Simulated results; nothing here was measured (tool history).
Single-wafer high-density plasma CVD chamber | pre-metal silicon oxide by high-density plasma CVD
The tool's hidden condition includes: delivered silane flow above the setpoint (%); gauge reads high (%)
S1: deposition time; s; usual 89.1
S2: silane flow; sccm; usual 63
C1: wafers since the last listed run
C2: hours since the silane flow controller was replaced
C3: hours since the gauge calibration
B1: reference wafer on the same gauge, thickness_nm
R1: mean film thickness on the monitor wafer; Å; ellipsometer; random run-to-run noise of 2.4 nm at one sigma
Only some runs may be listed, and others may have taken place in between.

run 1 hour=0.0 | S1=101.1 S2=63 | C1=0 C2=2256.4 C3=273.2 | B1=553.567 | R1=6812.08
run 2 hour=77.1 | S1=89.1 S2=63 | C1=1138 C2=2333.5 C3=350.3 | B1=552.694 | R1=5979.91
run 3 hour=141.2 | S1=89.1 S2=63 | C1=946 C2=2397.6 C3=414.4 | B1=553.354 | R1=5965.21
-- hour=204.8 gauge calibrated
run 4 hour=212.8 | S1=89.1 S2=63 | C1=1057 C2=2469.2 C3=8.0 | B1=552.536 | R1=6003.25
run 5 hour=274.5 | S1=89.1 S2=58 | C1=910 C2=2530.9 C3=69.7 | B1=553.583 | R1=5538.22
run 6 hour=347.1 | S1=89.1 S2=58 | C1=1071 C2=2603.5 C3=142.3 | B1=551.926 | R1=5527.31
run 7 hour=435.8 | S1=89.1 S2=58 | C1=1309 C2=2692.2 C3=231.0 | B1=553.221 | R1=5542.02
run 8 hour=532.1 | S1=89.1 S2=55 | C1=1421 C2=2788.5 C3=327.3 | B1=552.656 | R1=5241.86
run 9 hour=593.2 | S1=100.9 S2=70 | C1=902 C2=2849.6 C3=388.4 | B1=552.854 | R1=7599.35
run 10 hour=708.6 | S1=89.1 S2=63 | C1=1703 C2=2965.0 C3=503.8 | B1=552.818 | R1=6012.34
run 11 hour=780.8 | S1=82.6 S2=72 | C1=1066 C2=3037.2 C3=576.0 | B1=551.880 | R1=6414.66
run 12 hour=822.6 | S1=102.2 S2=63 | C1=617 C2=3079.0 C3=617.8 | B1=552.883 | R1=6895.06
-- hour=830.1 gauge calibrated
-- hour=838.2 silane flow controller replaced
run 13 hour=905.6 | S1=89.1 S2=63 | C1=1107 C2=67.4 C3=75.5 | B1=552.638 | R1=5768.88
run 14 hour=995.2 | S1=77.1 S2=70 | C1=1322 C2=157.0 C3=165.1 | B1=553.905 | R1=5587.64
run 15 hour=1042.8 | S1=89.1 S2=63 | C1=702 C2=204.6 C3=212.7 | B1=552.775 | R1=5791.37
run 16 hour=1106.2 | S1=81.6 S2=70 | C1=936 C2=268.0 C3=276.1 | B1=553.169 | R1=5914.84

What if the next run were any one of these 3? Each begins from the tool's condition after run 16:
run A hour=1106.6 | S1=89.1 S2=54 | C1=5 C2=268.4 C3=276.5 | B1=? | R1=?
run B hour=1106.6 | S1=103.1 S2=73 | C1=5 C2=268.4 C3=276.5 | B1=? | R1=?
run C hour=1106.6 | S1=75.0 S2=56 | C1=5 C2=268.4 C3=276.5 | B1=? | R1=?

run=A B1=553.499 R1=4966.79
run=B B1=553.499 R1=7769.37
run=C B1=553.499 R1=4335.65
Without the tool's unlogged condition, the same runs would have read:
run=A R1=4891.97
run=B R1=7652.34
run=C R1=4270.33

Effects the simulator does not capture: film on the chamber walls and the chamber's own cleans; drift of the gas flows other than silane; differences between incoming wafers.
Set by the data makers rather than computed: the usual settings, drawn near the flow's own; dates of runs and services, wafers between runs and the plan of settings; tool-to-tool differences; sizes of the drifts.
